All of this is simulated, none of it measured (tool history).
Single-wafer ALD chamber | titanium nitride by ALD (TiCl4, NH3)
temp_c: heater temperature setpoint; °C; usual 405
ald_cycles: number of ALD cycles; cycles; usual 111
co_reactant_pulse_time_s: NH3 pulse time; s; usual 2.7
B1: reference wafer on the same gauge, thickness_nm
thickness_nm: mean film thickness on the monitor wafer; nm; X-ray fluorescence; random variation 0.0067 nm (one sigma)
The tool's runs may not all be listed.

run 1 day=0 | temp_c=405 ald_cycles=111 co_reactant_pulse_time_s=2.7 | B1=2.78 | thickness_nm=2.687
run 2 day=2.883 | temp_c=405 ald_cycles=111 co_reactant_pulse_time_s=2.7 | B1=2.782 | thickness_nm=2.702
run 3 day=4.75 | temp_c=405 ald_cycles=111 co_reactant_pulse_time_s=2.7 | B1=2.782 | thickness_nm=2.697
run 4 day=6.779 | temp_c=405 ald_cycles=111 co_reactant_pulse_time_s=1.94 | B1=2.78 | thickness_nm=2.663
run 5 day=9.025 | temp_c=396 ald_cycles=111 co_reactant_pulse_time_s=2.7 | B1=2.779 | thickness_nm=2.675
run 6 day=16.846 | temp_c=396 ald_cycles=111 co_reactant_pulse_time_s=2.7 | B1=2.774 | thickness_nm=2.681
run 7 day=18.05 | temp_c=405 ald_cycles=111 co_reactant_pulse_time_s=2.7 | B1=2.775 | thickness_nm=2.683
run 8 day=19.825 | temp_c=405 ald_cycles=111 co_reactant_pulse_time_s=2.7 | B1=2.769 | thickness_nm=2.676
run 9 day=22.442 | temp_c=405 ald_cycles=111 co_reactant_pulse_time_s=2.7 | B1=2.768 | thickness_nm=2.677
run 10 day=24.383 | temp_c=393 ald_cycles=129 co_reactant_pulse_time_s=2.7 | B1=2.766 | thickness_nm=3.098
run 11 day=25.404 | temp_c=409 ald_cycles=89 co_reactant_pulse_time_s=2.7 | B1=2.765 | thickness_nm=2.139
run 12 day=27.308 | temp_c=405 ald_cycles=123 co_reactant_pulse_time_s=2.99 | B1=2.761 | thickness_nm=2.969
run 13 day=29.104 | temp_c=405 ald_cycles=111 co_reactant_pulse_time_s=2.7 | B1=2.757 | thickness_nm=2.667
run 14 day=30.438 | temp_c=417 ald_cycles=111 co_reactant_pulse_time_s=2.7 | B1=2.78 | thickness_nm=2.687
run 15 day=32.933 | temp_c=418 ald_cycles=95 co_reactant_pulse_time_s=1.93 | B1=2.778 | thickness_nm=2.291
run 16 day=34.458 | temp_c=391 ald_cycles=111 co_reactant_pulse_time_s=2.7 | B1=2.781 | thickness_nm=2.664
run 17 day=36.908 | temp_c=418 ald_cycles=95 co_reactant_pulse_time_s=1.93 | B1=2.777 | thickness_nm=2.292

Not shown: 3 entries that the log had between the listed runs. Between which runs, and how does the tool's hidden state differ before and after?
Between runs 5 and 6: thermocouple changed; heater temperature recalibrated (day 14.867)
  gauge reads high (%): -0.0632 -> -0.254
  measured less the result without the state, thickness_nm: -0.001 -> -0.007 nm
Between runs 11 and 12: showerhead replaced (day 27.288)
  gauge reads high (%): -0.573 -> -0.66
  measured less the result without the state, thickness_nm: -0.013 -> -0.02 nm
Between runs 13 and 14: gauge calibrated (day 29.321)
  gauge reads high (%): -0.748 -> -0.0163
  measured less the result without the state, thickness_nm: -0.02 -> -0.001 nm

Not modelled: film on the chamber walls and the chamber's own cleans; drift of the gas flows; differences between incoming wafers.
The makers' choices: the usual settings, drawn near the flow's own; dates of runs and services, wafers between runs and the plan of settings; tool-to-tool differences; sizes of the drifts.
